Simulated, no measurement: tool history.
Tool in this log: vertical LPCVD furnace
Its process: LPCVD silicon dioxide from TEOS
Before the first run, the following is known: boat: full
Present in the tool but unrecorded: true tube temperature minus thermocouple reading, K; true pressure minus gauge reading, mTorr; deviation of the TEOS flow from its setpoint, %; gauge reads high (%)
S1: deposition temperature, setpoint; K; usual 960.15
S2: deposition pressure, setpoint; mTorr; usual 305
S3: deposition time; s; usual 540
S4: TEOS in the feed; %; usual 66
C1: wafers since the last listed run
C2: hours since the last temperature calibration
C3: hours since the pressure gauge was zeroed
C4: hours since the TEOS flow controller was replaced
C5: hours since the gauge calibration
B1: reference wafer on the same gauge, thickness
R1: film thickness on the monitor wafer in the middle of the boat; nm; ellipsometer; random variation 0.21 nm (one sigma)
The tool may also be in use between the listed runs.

run,day,S1,S2,S3,S4,C1,C2,C3,C4,C5,B1,R1
1,0,960.15,360,540,66,0,2097.5,987.7,4817.8,414.6,41.6,46.9
2,2.133,960.15,360,540,66,877,2148.7,1038.9,4869,465.8,41.62,46.55
3,4.308,960.15,305,540,66,894,2200.9,1091.1,4921.2,518,41.62,43.14
4,7.288,960.15,305,540,66,1225,2272.4,1162.6,4992.7,589.5,41.62,43.24
5,8.458,960.15,305,540,66,481,2300.5,1190.7,5020.8,617.6,41.61,43.1
6,10.35,960.15,305,540,66,778,2345.9,1236.1,5066.2,663,41.6,43.12
7,11.975,960.15,305,540,66,668,2384.9,1275.1,5105.2,702,41.58,43.39
8,13.3,960.15,305,540,66,545,2416.7,1306.9,5137,733.8,41.61,43.37
9,16.267,960.15,305,540,66,1220,2487.9,1378.1,5208.2,805,41.61,43.72
10,18.846,960.15,305,540,58,1061,2549.8,1440,5270.1,866.9,41.6,40.54
11,21.512,960.15,305,540,58,1097,2613.8,1504,5334.1,930.9,41.63,40.25
12,23.996,960.15,305,540,58,1021,2673.4,1563.6,5393.7,990.5,41.63,40.49
13,26.554,960.15,280,540,66,1052,2734.8,1625,5455.1,1051.9,41.6,41.3
# day 27.133: gauge calibrated
14,28.108,960.15,280,540,66,639,2772.1,1662.3,5492.4,23.4,41.63,41.34
15,29.325,960.15,305,750,66,500,2801.3,1691.5,5521.6,52.6,41.58,59.81
16,32.129,960.15,305,540,66,1153,2868.6,1758.8,5588.9,119.9,41.57,43.35
17,35.1,971.15,305,480,74,1222,2939.9,1830.1,5660.2,191.2,41.64,53.08
18,36.2,960.15,305,540,58,452,2966.3,1856.5,5686.6,217.6,41.62,40.41
19,37.604,951.15,350,360,72,577,3000,1890.2,5720.3,251.3,41.62,25.92
20,38.733,960.15,350,480,66,464,3027.1,1917.3,5747.4,278.4,41.59,40.92
# day 40.012: thermocouples replaced and temperature profile calibrated
21,40.033,953.15,335,480,55,123,0.5,1948.5,5778.6,309.6,41.55,31.11
22,42.146,960.15,305,450,66,869,51.2,1999.2,5829.3,360.3,41.61,35.92
# day 44.621: TEOS flow controller replaced
# day 44.754: pressure gauge zeroed
23,44.775,956.15,305,540,58,614,114.3,0.5,3.7,423.4,41.63,36.85
24,46.304,960.15,305,540,66,629,151,37.2,40.4,460.1,41.6,43.22
25,48.85,960.15,305,540,56,1047,212.1,98.3,101.5,521.2,41.6,39.65
26,51.592,953.15,305,540,66,1127,277.9,164.1,167.3,587,41.61,36.33
27,58.504,960.15,305,540,66,2843,443.8,330,333.2,752.9,41.61,43.09

Run 28, settings as shown, results not yet in. Your forecast:
28,60.579,960.15,305,540,56,853,493.6,379.8,383,802.7,?,?

Run 28 came out at B1 41.56, R1 39.82 nm.
Without the tool's hidden state the same run would have given R1 39.82 nm.

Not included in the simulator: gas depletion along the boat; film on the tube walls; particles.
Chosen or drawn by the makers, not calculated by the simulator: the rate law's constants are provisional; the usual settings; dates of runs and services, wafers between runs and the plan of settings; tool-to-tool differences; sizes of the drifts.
